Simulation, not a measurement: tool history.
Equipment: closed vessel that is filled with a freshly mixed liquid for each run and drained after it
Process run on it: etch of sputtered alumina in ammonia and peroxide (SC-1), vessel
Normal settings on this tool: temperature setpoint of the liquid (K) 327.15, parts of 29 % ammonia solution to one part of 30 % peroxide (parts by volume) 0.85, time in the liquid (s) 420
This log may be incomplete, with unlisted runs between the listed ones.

| run | hour | temperature setpoint of the liquid (K) | parts of 29 % ammonia solution to one part of 30 % peroxide (parts by volume) | time in the liquid (s) | read-back film thickness of the sputtered alumina reference wafer, read on the same gauge (nm) | thickness taken off the sputtered alumina on a monitor wafer (nm) |
|---|---|---|---|---|---|---|
| 1 | 0 | 327.15 | 1 | 420 | 109.98 | 28.02 |
| 2 | 38.3 | 327.15 | 0.75 | 420 | 110.03 | 27.05 |
| 3 | 45.3 | 327.15 | 0.85 | 420 | 109.98 | 27.5 |
| 4 | 60.3 | 327.15 | 0.85 | 420 | 110 | 27.14 |
| 5 | 68.1 | 327.15 | 0.85 | 315 | 110.01 | 20.51 |
| 6 | 78.5 | 327.15 | 0.85 | 315 | 110 | 20.31 |
| 7 | 84.7 | 327.15 | 0.85 | 315 | 110.02 | 20.26 |
| 8 | 109 | 320.15 | 0.85 | 565 | 110.04 | 24.67 |
| 9 | 119.5 | 327.15 | 0.85 | 420 | 110 | 26.81 |
| 10 | 130.9 | 327.15 | 0.85 | 420 | 109.97 | 26.73 |
| 11 | 137.3 | 327.15 | 0.85 | 420 | 110.01 | 27.16 |
| 12 | 144.7 | 327.15 | 0.85 | 420 | 109.99 | 26.75 |
| 13 | 153.2 | 330.15 | 1.15 | 420 | 110.02 | 32.55 |
|  | 162.5 | thermometer replaced |
| 14 | 163 | 327.15 | 0.85 | 420 | 110.01 | 29.06 |
| 15 | 174 | 331.15 | 0.6 | 420 | 110.01 | 34.42 |
|  | 176.3 | gauge calibrated |
|  | 177 | new drum of ammonia solution connected |
| 16 | 186.5 | 322.15 | 1.15 | 420 | 110.03 | 22.73 |
|  | 193.1 | ammonia flow meter replaced |
| 17 | 200.3 | 332.65 | 0.85 | 420 | 110.01 | 38.27 |
| 18 | 206.5 | 327.15 | 0.85 | 530 | 109.98 | 36.7 |
| 19 | 221.1 | 331.15 | 0.5 | 665 | 109.97 | 53.62 |
| 20 | 234.3 | 320.65 | 0.85 | 515 | 109.97 | 24.5 |
| 21 | 241.8 | 327.15 | 0.85 | 420 | 109.98 | 28.99 |
| 22 | 249.8 | 327.15 | 0.7 | 485 | 109.99 | 32.52 |

Run 23 is up next; what results do you expect?
| 23 | 262.3 | 327.15 | 0.85 | 545 | ? | ? |

read-back film thickness of the sputtered alumina reference wafer, read on the same gauge (nm): 110
thickness taken off the sputtered alumina on a monitor wafer (nm): 37.26
Had the tool carried no hidden state, the very same run would have given thickness taken off the sputtered alumina on a monitor wafer (nm) 38.01.

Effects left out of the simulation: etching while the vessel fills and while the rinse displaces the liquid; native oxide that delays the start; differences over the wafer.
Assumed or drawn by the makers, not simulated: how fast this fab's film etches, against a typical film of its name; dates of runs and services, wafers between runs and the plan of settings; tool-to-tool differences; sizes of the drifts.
